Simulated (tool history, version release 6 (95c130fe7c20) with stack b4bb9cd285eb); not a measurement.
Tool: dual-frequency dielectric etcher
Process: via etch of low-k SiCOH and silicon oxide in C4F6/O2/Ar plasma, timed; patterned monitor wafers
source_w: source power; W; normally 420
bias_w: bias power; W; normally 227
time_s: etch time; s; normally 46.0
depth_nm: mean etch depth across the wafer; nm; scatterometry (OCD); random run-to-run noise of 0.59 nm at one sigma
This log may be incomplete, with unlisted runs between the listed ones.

run    hour  source_w  bias_w  time_s  wafers since the last listed run  hours since the last wet clean  hours since the last source power generator calibration  hours since the last bias power generator calibration  hours since the last upper electrode change  hours since the gauge calibration  read-back reference wafer on the same gauge, depth_nm  depth_nm
  1     0.0       420     227    57.0                                 0                           593.6                                                   3047.9                                                 2705.6                                       4320.1                             2510.3                                                  118.1     157.2
  2    54.7       420     227    57.0                              1036                           648.3                                                   3102.6                                                 2760.3                                       4374.8                             2565.0                                                  118.0     157.3
  3   130.9       420     211    46.0                              1444                           724.5                                                   3178.8                                                 2836.5                                       4451.0                             2641.2                                                  118.0     124.1
  4   167.7       420     227    46.0                               697                           761.3                                                   3215.6                                                 2873.3                                       4487.8                             2678.0                                                  118.0     128.0
      219.4  -- wet clean of the chamber
  5   270.9       420     227    46.0                              1501                            51.5                                                   3318.8                                                 2976.5                                       4591.0                             2781.2                                                  118.0     126.7
  6   319.3       420     227    46.0                               917                            99.9                                                   3367.2                                                 3024.9                                       4639.4                             2829.6                                                  117.9     126.6
  7   394.8       380     249    33.0                              1431                           175.4                                                   3442.7                                                 3100.4                                       4714.9                             2905.1                                                  118.0      90.7
  8   486.6       420     227    46.0                              1740                           267.2                                                   3534.5                                                 3192.2                                       4806.7                             2996.9                                                  118.1     126.3
      524.5  -- source power generator calibrated
  9   591.2       420     242    46.0                              1906                           371.8                                                     66.7                                                 3296.8                                       4911.3                             3101.5                                                  118.0     128.5
 10   691.6       420     227    46.0                              1903                           472.2                                                    167.1                                                 3397.2                                       5011.7                             3201.9                                                  117.9     127.6
 11   777.8       510     227    38.0                              1633                           558.4                                                    253.3                                                 3483.4                                       5097.9                             3288.1                                                  118.0     111.6
 12   859.4       420     174    52.0                              1546                           640.0                                                    334.9                                                 3565.0                                       5179.5                             3369.7                                                  118.0     136.8
      924.4  -- wet clean of the chamber
 13   924.9       420     262    46.0                               786                             0.5                                                    400.4                                                 3630.5                                       5245.0                             3435.2                                                  118.0     130.6
 14   961.9       420     250    46.0                               701                            37.5                                                    437.4                                                 3667.5                                       5282.0                             3472.2                                                  118.0     129.8
     1019.6  -- gauge calibrated
 15  1231.9       420     227    46.0                              5118                           307.5                                                    707.4                                                 3937.5                                       5552.0                              212.3                                                  118.0     126.4
 16  1324.3       420     254    46.0                              1751                           399.9                                                    799.8                                                 4029.9                                       5644.4                              304.7                                                  118.1     129.3
     1400.6  -- upper electrode replaced
 17  1417.8       420     227    46.0                              1317                           493.4                                                    893.3                                                 4123.4                                         17.2                              398.2                                                  118.1     126.1
 18  1494.6       420     281    51.0                              1455                           570.2                                                    970.1                                                 4200.2                                         94.0                              475.0                                                  118.0     147.2
     1569.1  -- bias power generator calibrated
 19  1594.0       510     273    55.5                              1808                           669.6                                                   1069.5                                                   24.9                                        193.4                              574.4                                                  117.9     169.2
     1654.1  -- wet clean of the chamber
 20  1688.1       460     227    46.0                              1328                            34.0                                                   1163.6                                                  119.0                                        287.5                              668.5                                                  118.0     129.2
 21  2007.2       420     227    46.0                              6048                           353.1                                                   1482.7                                                  438.1                                        606.6                              987.6                                                  117.9     126.2
 22  2085.0       420     227    46.0                              1474                           430.9                                                   1560.5                                                  515.9                                        684.4                             1065.4                                                  118.0     126.7
 23  2175.5       420     227    46.0                              1715                           521.4                                                   1651.0                                                  606.4                                        774.9                             1155.9                                                  117.9     127.5
 24  2212.7       450     190    59.5                               705                           558.6                                                   1688.2                                                  643.6                                        812.1                             1193.1                                                  118.1     162.1

The next listed run, before its measurement:
 25  2252.2       340     185    51.0                               748                           598.1                                                   1727.7                                                  683.1                                        851.6                             1232.6                                                      ?         ?

read-back reference wafer on the same gauge, depth_nm: 117.9
depth_nm: 127.9 nm
Without the tool's hidden state the same run would have given depth_nm 127.9 nm.
